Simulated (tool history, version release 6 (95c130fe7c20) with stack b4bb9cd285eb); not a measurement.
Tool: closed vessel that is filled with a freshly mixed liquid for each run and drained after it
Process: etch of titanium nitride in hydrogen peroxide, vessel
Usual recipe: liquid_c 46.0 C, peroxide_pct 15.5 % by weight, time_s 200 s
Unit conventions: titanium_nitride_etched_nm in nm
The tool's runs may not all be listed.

run	hour	liquid_c	peroxide_pct	time_s	wafers since the last listed run	hours since the thermometer was replaced	hours since the peroxide flow meter was replaced	hours since the drum of peroxide was connected	hours since the gauge calibration	read-back film thickness of the titanium nitride reference wafer, read on the same gauge (nm)	titanium_nitride_etched_nm
1	0.0	46.0	15.5	200	0	1094.3	268.1	11.8	372.7	79.98	4.66
2	34.6	46.0	14.5	200	2459	1128.9	302.7	46.4	407.3	79.98	4.65
3	71.8	46.0	15.5	120	2644	1166.1	339.9	83.6	444.5	79.97	2.79
4	109.7	46.0	15.5	120	2694	1204.0	377.8	121.5	482.4	80.05	2.81
5	135.0	46.0	15.5	200	1798	1229.3	403.1	146.8	507.7	80.01	4.67
6	187.3	46.0	15.5	200	3718	1281.6	455.4	199.1	560.0	80.02	4.64
7	256.4	46.0	15.5	200	4912	1350.7	524.5	268.2	629.1	79.98	4.69
# hour 282.8: new drum of peroxide connected
8	312.6	46.0	15.5	200	3924	1406.9	580.7	29.8	685.3	79.99	4.65
9	343.0	46.0	18.5	200	2161	1437.3	611.1	60.2	715.7	79.97	4.80
10	398.6	46.0	18.5	200	3953	1492.9	666.7	115.8	771.3	80.00	4.74
11	449.4	46.0	15.5	200	3611	1543.7	717.5	166.6	822.1	80.01	4.53
12	504.0	52.0	19.0	85	3881	1598.3	772.1	221.2	876.7	79.97	3.12
13	574.2	46.0	15.5	200	4991	1668.5	842.3	291.4	946.9	80.01	4.63
# hour 576.6: new drum of peroxide connected
# hour 611.3: thermometer replaced
# hour 622.6: gauge calibrated
14	640.2	40.0	18.5	100	4550	28.9	908.3	63.6	17.6	80.03	1.64
15	680.5	55.0	17.0	265	2865	69.2	948.6	103.9	57.9	79.98	12.56
16	718.8	42.5	17.5	200	2723	107.5	986.9	142.2	96.2	80.01	3.85
# hour 738.8: peroxide flow meter replaced
17	785.9	46.0	15.5	265	4699	174.6	47.1	209.3	163.3	80.01	6.47
# hour 864.3: new drum of peroxide connected
18	916.4	36.5	15.5	200	9207	305.1	177.6	52.1	293.8	79.98	2.36
19	962.5	38.0	17.0	165	3277	351.2	223.7	98.2	339.9	80.02	2.22
20	1034.4	46.0	15.5	200	5111	423.1	295.6	170.1	411.8	80.01	4.86
21	1079.6	38.0	20.0	200	3213	468.3	340.8	215.3	457.0	79.97	2.76
22	1129.6	40.0	16.5	110	3554	518.3	390.8	265.3	507.0	80.00	1.72

4 options for the next run, each taken on its own from the tool as it stands now. Forecast them:
A	1130.3	46.0	15.5	200	49	519.0	391.5	266.0	507.7	?	?
B	1130.3	37.5	18.5	165	49	519.0	391.5	266.0	507.7	?	?
C	1130.3	43.5	15.5	140	49	519.0	391.5	266.0	507.7	?	?
D	1130.3	38.0	18.5	125	49	519.0	391.5	266.0	507.7	?	?

run	read-back film thickness of the titanium nitride reference wafer, read on the same gauge (nm)	titanium_nitride_etched_nm
A	79.98	4.88
B	79.98	2.19
C	79.98	2.83
D	79.98	1.72
Had the tool no hidden state, the same runs would have come out as:
run	titanium_nitride_etched_nm
A	4.99
B	2.24
C	2.90
D	1.76
